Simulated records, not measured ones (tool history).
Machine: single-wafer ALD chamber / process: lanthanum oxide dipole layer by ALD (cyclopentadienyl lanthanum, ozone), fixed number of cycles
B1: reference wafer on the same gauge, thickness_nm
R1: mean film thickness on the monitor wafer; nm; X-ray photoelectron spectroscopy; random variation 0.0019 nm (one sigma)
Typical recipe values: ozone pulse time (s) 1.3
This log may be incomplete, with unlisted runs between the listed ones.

Run 1, day 0: usual settings; B1 0.442. Result: R1 0.508 nm.
Run 2, day 0.95: usual settings but ozone pulse time (s) 1.18; B1 0.442. Result: R1 0.493 nm.
Run 3, day 1.462: usual settings but ozone pulse time (s) 1.18; B1 0.442. Result: R1 0.493 nm.
Run 4, day 2.629: usual settings but ozone pulse time (s) 1.18; B1 0.442. Result: R1 0.49 nm.
Run 5, day 3.383: usual settings but ozone pulse time (s) 1.06; B1 0.442. Result: R1 0.472 nm.
Run 6, day 4.75: usual settings but ozone pulse time (s) 1.64; B1 0.442. Result: R1 0.531 nm.
Run 7, day 6.008: usual settings but ozone pulse time (s) 1.64; B1 0.442. Result: R1 0.529 nm.
Run 8, day 6.517: usual settings but ozone pulse time (s) 1.64; B1 0.442. Result: R1 0.532 nm.
Run 9, day 7.138: usual settings; B1 0.442. Result: R1 0.503 nm.
Run 10, day 8.471: usual settings; B1 0.442. Result: R1 0.501 nm.
Run 11, day 9.325: usual settings; B1 0.442. Result: R1 0.5 nm.
At day 10.462: thermocouple changed; heater temperature recalibrated.
At day 10.75: gauge calibrated.
At day 10.879: showerhead replaced.
Run 12, day 10.9: usual settings; B1 0.442. Result: R1 0.495 nm.
Run 13, day 11.692: usual settings; B1 0.442. Result: R1 0.497 nm.

Run 14 has not been measured yet. What should we expect?
Run 14, day 13.042: usual settings but ozone pulse time (s) 0.93; B1 ?. Result: R1 ?.

Run 14 measured B1 0.442, R1 0.435 nm.
Without the tool's hidden state the same run would have given R1 0.487 nm.
